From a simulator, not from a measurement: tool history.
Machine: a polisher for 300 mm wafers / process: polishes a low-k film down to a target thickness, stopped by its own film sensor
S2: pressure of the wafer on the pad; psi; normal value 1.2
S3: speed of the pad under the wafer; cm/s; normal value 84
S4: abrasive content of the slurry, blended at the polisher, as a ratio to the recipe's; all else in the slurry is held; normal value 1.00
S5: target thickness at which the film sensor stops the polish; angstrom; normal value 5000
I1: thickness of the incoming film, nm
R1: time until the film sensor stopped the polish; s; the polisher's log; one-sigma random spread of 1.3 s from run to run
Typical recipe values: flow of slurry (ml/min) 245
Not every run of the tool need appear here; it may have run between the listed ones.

{"run": 1, "day": 0.0, "flow of slurry (ml/min)": 245, "S2": 1.2, "S3": 84, "S4": 1.0, "S5": 5000, "I1": 528.4, "R1": 127.4}
{"run": 2, "day": 1.454, "flow of slurry (ml/min)": 245, "S2": 1.2, "S3": 84, "S4": 1.0, "S5": 4960, "I1": 530.8, "R1": 155.4}
{"run": 3, "day": 2.925, "flow of slurry (ml/min)": 245, "S2": 1.2, "S3": 84, "S4": 1.0, "S5": 4960, "I1": 527.8, "R1": 143.6}
{"day": 3.633, "done": "worn pad replaced by a new one"}
{"run": 4, "day": 3.883, "flow of slurry (ml/min)": 245, "S2": 1.2, "S3": 84, "S4": 1.0, "S5": 4960, "I1": 535.3, "R1": 170.0}
{"day": 4.562, "done": "slurry blender recalibrated"}
{"run": 5, "day": 4.808, "flow of slurry (ml/min)": 245, "S2": 1.2, "S3": 84, "S4": 1.0, "S5": 5000, "I1": 523.6, "R1": 104.1}
{"run": 6, "day": 5.362, "flow of slurry (ml/min)": 245, "S2": 1.2, "S3": 84, "S4": 1.0, "S5": 5000, "I1": 530.9, "R1": 133.7}
{"run": 7, "day": 6.079, "flow of slurry (ml/min)": 245, "S2": 1.2, "S3": 84, "S4": 1.0, "S5": 5000, "I1": 521.5, "R1": 94.8}
{"run": 8, "day": 7.125, "flow of slurry (ml/min)": 245, "S2": 1.0, "S3": 84, "S4": 1.0, "S5": 5000, "I1": 525.5, "R1": 136.4}
{"run": 9, "day": 8.579, "flow of slurry (ml/min)": 245, "S2": 1.2, "S3": 84, "S4": 1.0, "S5": 5000, "I1": 538.5, "R1": 174.0}
{"run": 10, "day": 9.675, "flow of slurry (ml/min)": 245, "S2": 1.2, "S3": 84, "S4": 1.0, "S5": 5000, "I1": 531.6, "R1": 141.8}
{"day": 9.742, "done": "slurry nozzle cleaned"}
{"day": 10.521, "done": "conditioning disc replaced and pad reconditioned"}
{"run": 11, "day": 10.954, "flow of slurry (ml/min)": 245, "S2": 1.3, "S3": 84, "S4": 1.0, "S5": 5050, "I1": 533.0, "R1": 113.6}
{"day": 11.512, "done": "slurry blender recalibrated"}
{"run": 12, "day": 11.533, "flow of slurry (ml/min)": 245, "S2": 1.2, "S3": 84, "S4": 1.0, "S5": 5060, "I1": 536.8, "R1": 137.8}
{"day": 12.167, "done": "worn pad replaced by a new one"}
{"run": 13, "day": 12.675, "flow of slurry (ml/min)": 245, "S2": 1.2, "S3": 84, "S4": 1.0, "S5": 5000, "I1": 524.9, "R1": 110.9}
{"run": 14, "day": 13.712, "flow of slurry (ml/min)": 245, "S2": 1.2, "S3": 84, "S4": 1.0, "S5": 5000, "I1": 522.3, "R1": 96.7}
{"run": 15, "day": 14.467, "flow of slurry (ml/min)": 245, "S2": 1.2, "S3": 84, "S4": 1.0, "S5": 5000, "I1": 523.9, "R1": 105.0}
{"run": 16, "day": 15.292, "flow of slurry (ml/min)": 245, "S2": 1.2, "S3": 84, "S4": 1.0, "S5": 5030, "I1": 523.8, "R1": 93.2}
{"run": 17, "day": 16.608, "flow of slurry (ml/min)": 245, "S2": 1.2, "S3": 84, "S4": 1.0, "S5": 5080, "I1": 523.6, "R1": 71.0}
{"day": 17.396, "done": "slurry blender recalibrated"}
{"run": 18, "day": 17.429, "flow of slurry (ml/min)": 245, "S2": 1.2, "S3": 84, "S4": 0.9, "S5": 5000, "I1": 530.4, "R1": 145.1}
{"run": 19, "day": 18.058, "flow of slurry (ml/min)": 300, "S2": 1.3, "S3": 84, "S4": 0.8, "S5": 5000, "I1": 529.9, "R1": 136.6}
{"day": 18.538, "done": "head pressure recalibrated"}
{"day": 18.967, "done": "worn pad replaced by a new one, of another model than before"}
{"run": 20, "day": 19.367, "flow of slurry (ml/min)": 245, "S2": 1.2, "S3": 60, "S4": 1.0, "S5": 5000, "I1": 525.0, "R1": 128.9}
{"run": 21, "day": 20.092, "flow of slurry (ml/min)": 245, "S2": 1.2, "S3": 72, "S4": 1.0, "S5": 5000, "I1": 520.9, "R1": 99.3}
{"run": 22, "day": 20.642, "flow of slurry (ml/min)": 245, "S2": 1.2, "S3": 84, "S4": 1.25, "S5": 5000, "I1": 531.6, "R1": 125.0}
{"run": 23, "day": 21.979, "flow of slurry (ml/min)": 270, "S2": 1.2, "S3": 84, "S4": 1.0, "S5": 5040, "I1": 527.3, "R1": 102.4}
{"run": 24, "day": 23.054, "flow of slurry (ml/min)": 220, "S2": 1.4, "S3": 84, "S4": 0.8, "S5": 5080, "I1": 537.1, "R1": 131.6}
{"day": 23.329, "done": "slurry blender recalibrated"}
{"day": 25.888, "done": "worn pad replaced by a new one"}
{"day": 26.521, "done": "slurry nozzle cleaned"}
{"run": 25, "day": 27.021, "flow of slurry (ml/min)": 245, "S2": 1.2, "S3": 84, "S4": 1.0, "S5": 5000, "I1": 528.0, "R1": 123.9}
{"day": 27.242, "done": "conditioning disc replaced and pad reconditioned"}
{"run": 26, "day": 28.042, "flow of slurry (ml/min)": 245, "S2": 1.2, "S3": 84, "S4": 1.0, "S5": 5000, "I1": 531.4, "R1": 141.1}

Consider 3 possible next runs. They are alternatives, not a sequence: every one starts from the tool as it was left by run 26. What does each give?
{"run": "A", "day": 28.062, "flow of slurry (ml/min)": 245, "S2": 0.9, "S3": 84, "S4": 1.0, "S5": 5000, "I1": 529.9, "R1": "?"}
{"run": "B", "day": 28.062, "flow of slurry (ml/min)": 195, "S2": 1.2, "S3": 106, "S4": 1.0, "S5": 5000, "I1": 529.9, "R1": "?"}
{"run": "C", "day": 28.062, "flow of slurry (ml/min)": 245, "S2": 1.2, "S3": 72, "S4": 0.75, "S5": 5000, "I1": 529.9, "R1": "?"}

run=A R1=163.4
run=B R1=124.5
run=C R1=167.2
With no hidden state in the tool, these same runs would have given:
run=A R1=158.5
run=B R1=120.8
run=C R1=162.2
